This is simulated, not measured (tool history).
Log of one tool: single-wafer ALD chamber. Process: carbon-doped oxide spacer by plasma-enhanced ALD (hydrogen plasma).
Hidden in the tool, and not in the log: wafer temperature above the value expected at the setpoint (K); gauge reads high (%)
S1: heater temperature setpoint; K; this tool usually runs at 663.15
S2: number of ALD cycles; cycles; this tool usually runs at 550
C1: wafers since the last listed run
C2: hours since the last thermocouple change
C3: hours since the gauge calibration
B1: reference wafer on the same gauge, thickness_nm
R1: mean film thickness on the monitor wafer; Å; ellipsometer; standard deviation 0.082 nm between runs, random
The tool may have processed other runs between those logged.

run 1 hour=0.0 | S1=663.15 S2=550 | C1=0 C2=1696.4 C3=92.7 | B1=23.310 | R1=259.77
run 2 hour=34.4 | S1=663.15 S2=550 | C1=30 C2=1730.8 C3=127.1 | B1=23.295 | R1=257.32
run 3 hour=58.7 | S1=663.15 S2=550 | C1=21 C2=1755.1 C3=151.4 | B1=23.252 | R1=258.15
run 4 hour=80.9 | S1=663.15 S2=550 | C1=19 C2=1777.3 C3=173.6 | B1=23.249 | R1=258.78
run 5 hour=99.4 | S1=663.15 S2=550 | C1=16 C2=1795.8 C3=192.1 | B1=23.229 | R1=257.15
run 6 hour=111.7 | S1=663.15 S2=550 | C1=10 C2=1808.1 C3=204.4 | B1=23.209 | R1=257.61
run 7 hour=129.8 | S1=674.15 S2=550 | C1=15 C2=1826.2 C3=222.5 | B1=23.204 | R1=255.34
run 8 hour=164.8 | S1=668.15 S2=461 | C1=30 C2=1861.2 C3=257.5 | B1=23.181 | R1=214.50
run 9 hour=187.0 | S1=648.15 S2=608 | C1=19 C2=1883.4 C3=279.7 | B1=23.143 | R1=282.20
-- hour=190.9 gauge calibrated
run 10 hour=204.1 | S1=677.15 S2=592 | C1=15 C2=1900.5 C3=13.2 | B1=23.381 | R1=275.88
run 11 hour=216.9 | S1=668.15 S2=642 | C1=11 C2=1913.3 C3=26.0 | B1=23.356 | R1=302.86
-- hour=245.2 thermocouple changed; heater temperature recalibrated
run 12 hour=245.7 | S1=656.15 S2=616 | C1=18 C2=0.5 C3=54.8 | B1=23.353 | R1=289.25
run 13 hour=271.7 | S1=663.15 S2=550 | C1=22 C2=26.5 C3=80.8 | B1=23.315 | R1=256.95

Run 14 is up next; what results do you expect?
run 14 hour=310.2 | S1=668.15 S2=640 | C1=33 C2=65.0 C3=119.3 | B1=? | R1=?

For run 14 the tool returned B1 23.277, R1 300.36 Å.
Minus the tool's unlogged condition, the same run would have read R1 301.88 Å.
